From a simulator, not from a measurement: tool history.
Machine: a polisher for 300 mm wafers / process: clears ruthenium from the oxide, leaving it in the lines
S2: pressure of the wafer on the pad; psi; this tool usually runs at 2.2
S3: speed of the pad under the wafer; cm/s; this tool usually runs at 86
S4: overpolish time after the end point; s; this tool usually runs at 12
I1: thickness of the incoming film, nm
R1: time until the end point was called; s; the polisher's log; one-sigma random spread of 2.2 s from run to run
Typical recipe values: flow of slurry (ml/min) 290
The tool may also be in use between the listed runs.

run 1 hour=0 | flow_of_slurry_(ml/min)=290 S2=2.2 S3=86 S4=12 | I1=137 | R1=119.7
run 2 hour=15.2 | flow_of_slurry_(ml/min)=290 S2=2.2 S3=86 S4=12 | I1=135.2 | R1=119.3
run 3 hour=34.5 | flow_of_slurry_(ml/min)=290 S2=2.2 S3=86 S4=12 | I1=132.6 | R1=112.8
run 4 hour=60.1 | flow_of_slurry_(ml/min)=290 S2=2.2 S3=86 S4=12 | I1=134.4 | R1=113.4
run 5 hour=91.3 | flow_of_slurry_(ml/min)=290 S2=2.2 S3=86 S4=12 | I1=135.3 | R1=122.8
run 6 hour=113.1 | flow_of_slurry_(ml/min)=290 S2=2.2 S3=86 S4=12 | I1=136.7 | R1=123.3
-- hour=130.6 worn pad replaced by a new one
run 7 hour=146.5 | flow_of_slurry_(ml/min)=290 S2=2.2 S3=86 S4=12 | I1=134.7 | R1=110.2
run 8 hour=160.2 | flow_of_slurry_(ml/min)=290 S2=2.2 S3=86 S4=12 | I1=133.4 | R1=115.3
run 9 hour=190.3 | flow_of_slurry_(ml/min)=290 S2=2.2 S3=86 S4=12 | I1=134.4 | R1=117.4
run 10 hour=205.2 | flow_of_slurry_(ml/min)=290 S2=2.2 S3=86 S4=12 | I1=131.8 | R1=114.3
run 11 hour=253.1 | flow_of_slurry_(ml/min)=290 S2=2.2 S3=86 S4=12 | I1=133 | R1=116.8
run 12 hour=280.4 | flow_of_slurry_(ml/min)=290 S2=2.2 S3=64 S4=12 | I1=137.7 | R1=163.5
run 13 hour=308.1 | flow_of_slurry_(ml/min)=290 S2=2.2 S3=64 S4=12 | I1=137.3 | R1=167.8
-- hour=335 worn pad replaced by a new one
run 14 hour=342 | flow_of_slurry_(ml/min)=290 S2=2.2 S3=64 S4=12 | I1=136.5 | R1=177.5
run 15 hour=372.9 | flow_of_slurry_(ml/min)=310 S2=2.2 S3=86 S4=12 | I1=134.6 | R1=134.3
-- hour=401.7 slurry nozzle cleaned
run 16 hour=447.6 | flow_of_slurry_(ml/min)=310 S2=2.2 S3=86 S4=12 | I1=134.4 | R1=132
-- hour=461.6 worn pad replaced by a new one, repeated, since the last time left the tool worse
run 17 hour=506.6 | flow_of_slurry_(ml/min)=290 S2=2.5 S3=66 S4=12 | I1=132 | R1=138.7
run 18 hour=536.1 | flow_of_slurry_(ml/min)=290 S2=2.5 S3=66 S4=12 | I1=135.5 | R1=138.2
run 19 hour=562.1 | flow_of_slurry_(ml/min)=290 S2=2.6 S3=86 S4=6 | I1=134.5 | R1=103.4
run 20 hour=589.6 | flow_of_slurry_(ml/min)=230 S2=2.2 S3=86 S4=9 | I1=136.9 | R1=122.7
run 21 hour=606.8 | flow_of_slurry_(ml/min)=225 S2=2.2 S3=86 S4=7 | I1=133.2 | R1=121
run 22 hour=630.4 | flow_of_slurry_(ml/min)=290 S2=2.2 S3=104 S4=12 | I1=136.3 | R1=100.5
-- hour=649.4 worn pad replaced by a new one
run 23 hour=718.2 | flow_of_slurry_(ml/min)=290 S2=2.2 S3=86 S4=12 | I1=136.2 | R1=124.1
run 24 hour=737.2 | flow_of_slurry_(ml/min)=390 S2=2.2 S3=68 S4=14 | I1=134.4 | R1=149
run 25 hour=755.8 | flow_of_slurry_(ml/min)=290 S2=2.2 S3=86 S4=9 | I1=133.3 | R1=121.1
-- hour=768.1 slurry nozzle cleaned
run 26 hour=768.6 | flow_of_slurry_(ml/min)=290 S2=1.8 S3=104 S4=12 | I1=135.4 | R1=114.6
run 27 hour=803.1 | flow_of_slurry_(ml/min)=335 S2=2.7 S3=102 S4=5 | I1=133.3 | R1=84.8
-- hour=811.3 head pressure recalibrated
run 28 hour=838.7 | flow_of_slurry_(ml/min)=330 S2=2.6 S3=106 S4=14 | I1=137.7 | R1=90.5
run 29 hour=854.1 | flow_of_slurry_(ml/min)=335 S2=2.2 S3=114 S4=6 | I1=135.3 | R1=91.3
-- hour=869 worn pad replaced by a new one
run 30 hour=889.9 | flow_of_slurry_(ml/min)=345 S2=2.6 S3=86 S4=12 | I1=134.1 | R1=100.7
run 31 hour=905.6 | flow_of_slurry_(ml/min)=290 S2=2.5 S3=64 S4=18 | I1=133.5 | R1=142.4
run 32 hour=920.3 | flow_of_slurry_(ml/min)=290 S2=1.8 S3=94 S4=12 | I1=135.1 | R1=125.6
run 33 hour=951.5 | flow_of_slurry_(ml/min)=290 S2=2.2 S3=86 S4=12 | I1=133.6 | R1=122.7
run 34 hour=982.5 | flow_of_slurry_(ml/min)=290 S2=2.2 S3=104 S4=12 | I1=134.6 | R1=100.2
run 35 hour=1003.2 | flow_of_slurry_(ml/min)=290 S2=2.2 S3=86 S4=12 | I1=136.3 | R1=118.6
run 36 hour=1031.9 | flow_of_slurry_(ml/min)=355 S2=2.7 S3=108 S4=15 | I1=135.3 | R1=80.5

List, for all runs, the conditions of the tool that the log does not record:
slurry flow missing at the pad, %: 0 on each run
deviation of the head's pressure from its setpoint, %: 0 on each run
H1: removal rate lost through wear of the pad, %
run=1 H1=2.68
run=2 H1=3.18
run=3 H1=3.81
run=4 H1=4.65
run=5 H1=5.67
run=6 H1=6.38
run=7 H1=0.617
run=8 H1=1.07
run=9 H1=2.05
run=10 H1=2.54
run=11 H1=4.1
run=12 H1=5
run=13 H1=5.9
run=14 H1=11.9
run=15 H1=12.9
run=16 H1=15.3
run=17 H1=1.9
run=18 H1=2.87
run=19 H1=3.72
run=20 H1=4.62
run=21 H1=5.18
run=22 H1=5.95
run=23 H1=3.23
run=24 H1=3.85
run=25 H1=4.46
run=26 H1=4.88
run=27 H1=6
run=28 H1=7.17
run=29 H1=7.67
run=30 H1=1.32
run=31 H1=1.83
run=32 H1=2.31
run=33 H1=3.33
run=34 H1=4.34
run=35 H1=5.02
run=36 H1=5.96
